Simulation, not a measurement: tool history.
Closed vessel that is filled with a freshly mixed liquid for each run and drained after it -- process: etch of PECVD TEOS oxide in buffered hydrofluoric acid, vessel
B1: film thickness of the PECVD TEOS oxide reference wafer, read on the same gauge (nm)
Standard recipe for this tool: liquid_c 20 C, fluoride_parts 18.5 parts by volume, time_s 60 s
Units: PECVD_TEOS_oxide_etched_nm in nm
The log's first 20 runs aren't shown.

Run 21, hour 1421.6: usual settings but liquid_c 18.5 C, time_s 40 s; B1 60.05. Result: PECVD_TEOS_oxide_etched_nm 70.16 nm.
Run 22, hour 1478.3: usual settings but liquid_c 24 C, fluoride_parts 21 parts by volume, time_s 75 s; B1 59.95. Result: PECVD_TEOS_oxide_etched_nm 157.58 nm.
Run 23, hour 1576.6: usual settings but liquid_c 24.5 C, fluoride_parts 23.5 parts by volume; B1 59.99. Result: PECVD_TEOS_oxide_etched_nm 119.76 nm.
Run 24, hour 1619.4: usual settings but liquid_c 18.5 C, fluoride_parts 15.5 parts by volume, time_s 35 s; B1 59.99. Result: PECVD_TEOS_oxide_etched_nm 73.64 nm.
Run 25, hour 1697.6: usual settings but liquid_c 17 C; B1 60.02. Result: PECVD_TEOS_oxide_etched_nm 96.81 nm.
Run 26, hour 1772.5: usual settings but liquid_c 24 C, fluoride_parts 22 parts by volume, time_s 30 s; B1 60.02. Result: PECVD_TEOS_oxide_etched_nm 61.84 nm.
Run 27, hour 1820.8: usual settings but liquid_c 17.5 C, fluoride_parts 23.5 parts by volume, time_s 35 s; B1 60. Result: PECVD_TEOS_oxide_etched_nm 47.59 nm.
Run 28, hour 1906.3: usual settings but liquid_c 24 C, fluoride_parts 21 parts by volume, time_s 75 s; B1 59.97. Result: PECVD_TEOS_oxide_etched_nm 161.19 nm.
At hour 1922.6: hydrofluoric acid flow meter replaced.
Run 29, hour 1995.2: usual settings but liquid_c 22.5 C, fluoride_parts 13 parts by volume; B1 60. Result: PECVD_TEOS_oxide_etched_nm 180.28 nm.
Run 30, hour 2067.7: usual settings but liquid_c 21.5 C, fluoride_parts 20.5 parts by volume; B1 60. Result: PECVD_TEOS_oxide_etched_nm 110.46 nm.
Run 31, hour 2116.5: usual settings; B1 60.02. Result: PECVD_TEOS_oxide_etched_nm 111.71 nm.
Run 32, hour 2162.5: usual settings but time_s 75 s; B1 59.98. Result: PECVD_TEOS_oxide_etched_nm 139.57 nm.

What if the next run were any one of these 5? Each begins from the tool's condition after run 32:
Run A, hour 2163.2: usual settings but liquid_c 22 C; B1 ?. Result: PECVD_TEOS_oxide_etched_nm ?.
Run B, hour 2163.2: usual settings but fluoride_parts 24.5 parts by volume, time_s 80 s; B1 ?. Result: PECVD_TEOS_oxide_etched_nm ?.
Run C, hour 2163.2: usual settings but liquid_c 21.5 C, fluoride_parts 12 parts by volume, time_s 95 s; B1 ?. Result: PECVD_TEOS_oxide_etched_nm ?.
Run D, hour 2163.2: usual settings but liquid_c 23 C, time_s 50 s; B1 ?. Result: PECVD_TEOS_oxide_etched_nm ?.
Run E, hour 2163.2: usual settings but liquid_c 24.5 C, fluoride_parts 12.5 parts by volume, time_s 85 s; B1 ?. Result: PECVD_TEOS_oxide_etched_nm ?.

run     B1  PECVD_TEOS_oxide_etched_nm
  A  59.99                      124.46
  B  59.99                      118.93
  C  59.99                      293.27
  D  59.99                       109.6
  E  59.99                      297.31
Without the tool's hidden state the same runs would have given:
run  PECVD_TEOS_oxide_etched_nm
  A                      122.63
  B                       117.7
  C                      288.99
  D                      107.99
  E                      292.96
